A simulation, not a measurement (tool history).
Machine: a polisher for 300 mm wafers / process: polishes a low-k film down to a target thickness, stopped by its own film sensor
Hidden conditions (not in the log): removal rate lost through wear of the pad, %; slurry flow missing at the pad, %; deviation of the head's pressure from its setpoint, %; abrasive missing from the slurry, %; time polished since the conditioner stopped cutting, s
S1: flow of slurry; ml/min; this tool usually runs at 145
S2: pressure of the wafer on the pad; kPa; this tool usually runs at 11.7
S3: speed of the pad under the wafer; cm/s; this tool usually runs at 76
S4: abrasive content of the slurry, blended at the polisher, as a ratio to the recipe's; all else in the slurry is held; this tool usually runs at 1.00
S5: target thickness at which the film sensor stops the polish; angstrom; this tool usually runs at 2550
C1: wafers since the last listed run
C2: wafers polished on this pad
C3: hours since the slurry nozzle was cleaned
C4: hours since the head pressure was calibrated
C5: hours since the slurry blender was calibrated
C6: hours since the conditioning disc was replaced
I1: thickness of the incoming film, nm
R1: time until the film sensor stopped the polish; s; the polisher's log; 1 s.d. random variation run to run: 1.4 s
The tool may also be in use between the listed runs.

run 1 hour=0.0 | S1=145 S2=11.7 S3=76 S4=1.00 S5=2550 | C1=0 C2=234 C3=2.2 C4=976.3 C5=100.0 C6=39.6 | I1=277.9 | R1=98.2
run 2 hour=12.5 | S1=145 S2=11.7 S3=76 S4=1.00 S5=2550 | C1=87 C2=321 C3=14.7 C4=988.8 C5=112.5 C6=52.1 | I1=280.7 | R1=113.2
-- hour=18.0 head pressure recalibrated
run 3 hour=22.0 | S1=145 S2=11.7 S3=76 S4=1.00 S5=2550 | C1=52 C2=373 C3=24.2 C4=4.0 C5=122.0 C6=61.6 | I1=285.8 | R1=133.8
run 4 hour=29.7 | S1=145 S2=11.7 S3=76 S4=1.00 S5=2550 | C1=53 C2=427 C3=31.9 C4=11.7 C5=129.7 C6=69.3 | I1=279.7 | R1=107.3
run 5 hour=37.5 | S1=145 S2=11.7 S3=76 S4=1.00 S5=2550 | C1=54 C2=481 C3=39.7 C4=19.5 C5=137.5 C6=77.1 | I1=283.7 | R1=124.5
run 6 hour=51.6 | S1=145 S2=11.7 S3=76 S4=1.00 S5=2550 | C1=98 C2=579 C3=53.8 C4=33.6 C5=151.6 C6=91.2 | I1=278.8 | R1=107.9
run 7 hour=62.7 | S1=145 S2=11.7 S3=76 S4=1.00 S5=2510 | C1=77 C2=657 C3=64.9 C4=44.7 C5=162.7 C6=102.3 | I1=278.1 | R1=130.6
run 8 hour=75.4 | S1=145 S2=11.7 S3=76 S4=1.15 S5=2550 | C1=88 C2=745 C3=77.6 C4=57.4 C5=175.4 C6=115.0 | I1=280.1 | R1=115.5
run 9 hour=88.2 | S1=145 S2=11.7 S3=76 S4=1.00 S5=2480 | C1=89 C2=834 C3=90.4 C4=70.2 C5=188.2 C6=127.8 | I1=275.3 | R1=139.1
-- hour=95.5 worn pad replaced by a new one
run 10 hour=101.7 | S1=145 S2=11.7 S3=76 S4=1.00 S5=2550 | C1=66 C2=43 C3=103.9 C4=83.7 C5=201.7 C6=141.3 | I1=278.6 | R1=103.5
run 11 hour=111.6 | S1=100 S2=11.7 S3=76 S4=1.00 S5=2520 | C1=68 C2=112 C3=113.8 C4=93.6 C5=211.6 C6=151.2 | I1=275.9 | R1=110.0
run 12 hour=125.7 | S1=170 S2=11.7 S3=86 S4=0.90 S5=2610 | C1=98 C2=210 C3=127.9 C4=107.7 C5=225.7 C6=165.3 | I1=278.7 | R1=73.7
run 13 hour=134.0 | S1=145 S2=11.7 S3=66 S4=1.00 S5=2630 | C1=57 C2=268 C3=136.2 C4=116.0 C5=234.0 C6=173.6 | I1=284.2 | R1=106.4
run 14 hour=148.4 | S1=170 S2=9.0 S3=64 S4=1.00 S5=2530 | C1=100 C2=368 C3=150.6 C4=130.4 C5=248.4 C6=188.0 | I1=278.0 | R1=171.0
run 15 hour=171.4 | S1=145 S2=11.7 S3=76 S4=0.80 S5=2550 | C1=160 C2=528 C3=173.6 C4=153.4 C5=271.4 C6=211.0 | I1=282.2 | R1=144.3
run 16 hour=178.8 | S1=180 S2=11.7 S3=62 S4=1.00 S5=2620 | C1=51 C2=580 C3=181.0 C4=160.8 C5=278.8 C6=218.4 | I1=279.1 | R1=93.5
run 17 hour=195.6 | S1=145 S2=10.3 S3=76 S4=1.00 S5=2460 | C1=116 C2=697 C3=197.8 C4=177.6 C5=295.6 C6=235.2 | I1=280.2 | R1=189.0
-- hour=206.9 slurry blender recalibrated
-- hour=218.5 worn pad replaced by a new one
run 18 hour=229.9 | S1=185 S2=8.3 S3=76 S4=0.75 S5=2640 | C1=197 C2=79 C3=232.1 C4=211.9 C5=23.0 C6=269.5 | I1=279.6 | R1=99.1
run 19 hour=242.5 | S1=175 S2=13.8 S3=76 S4=1.00 S5=2550 | C1=87 C2=167 C3=244.7 C4=224.5 C5=35.6 C6=282.1 | I1=276.0 | R1=70.3
run 20 hour=254.8 | S1=145 S2=11.7 S3=76 S4=1.00 S5=2550 | C1=85 C2=253 C3=257.0 C4=236.8 C5=47.9 C6=294.4 | I1=282.3 | R1=116.0
run 21 hour=266.7 | S1=145 S2=11.7 S3=76 S4=1.00 S5=2550 | C1=82 C2=335 C3=268.9 C4=248.7 C5=59.8 C6=306.3 | I1=279.9 | R1=107.7
run 22 hour=283.0 | S1=145 S2=11.7 S3=76 S4=1.00 S5=2550 | C1=113 C2=449 C3=285.2 C4=265.0 C5=76.1 C6=322.6 | I1=280.3 | R1=110.0
run 23 hour=289.3 | S1=115 S2=11.7 S3=76 S4=0.75 S5=2550 | C1=43 C2=493 C3=291.5 C4=271.3 C5=82.4 C6=328.9 | I1=275.0 | R1=104.1
run 24 hour=298.9 | S1=145 S2=11.7 S3=76 S4=1.00 S5=2550 | C1=66 C2=560 C3=301.1 C4=280.9 C5=92.0 C6=338.5 | I1=280.8 | R1=115.7
run 25 hour=308.3 | S1=190 S2=15.2 S3=94 S4=1.00 S5=2610 | C1=65 C2=625 C3=310.5 C4=290.3 C5=101.4 C6=347.9 | I1=279.1 | R1=52.3
run 26 hour=324.5 | S1=165 S2=11.7 S3=76 S4=0.85 S5=2590 | C1=112 C2=738 C3=326.7 C4=306.5 C5=117.6 C6=364.1 | I1=280.8 | R1=107.9
-- hour=343.7 worn pad replaced by a new one
run 27 hour=344.2 | S1=145 S2=11.7 S3=76 S4=1.25 S5=2550 | C1=109 C2=3 C3=346.4 C4=326.2 C5=137.3 C6=383.8 | I1=277.2 | R1=86.5

What if the next run were any one of these 3? Each begins from the tool's condition after run 27:
run A hour=344.7 | S1=145 S2=11.7 S3=96 S4=1.00 S5=2550 | C1=3 C2=7 C3=346.9 C4=326.7 C5=137.8 C6=384.3 | I1=282.2 | R1=?
run B hour=344.7 | S1=145 S2=13.1 S3=66 S4=0.80 S5=2550 | C1=3 C2=7 C3=346.9 C4=326.7 C5=137.8 C6=384.3 | I1=282.2 | R1=?
run C hour=344.7 | S1=145 S2=11.7 S3=76 S4=1.00 S5=2630 | C1=3 C2=7 C3=346.9 C4=326.7 C5=137.8 C6=384.3 | I1=282.2 | R1=?

run=A R1=96.9
run=B R1=130.3
run=C R1=82.5
Without the tool's hidden state the same runs would have given:
run=A R1=92.0
run=B R1=123.2
run=C R1=78.3
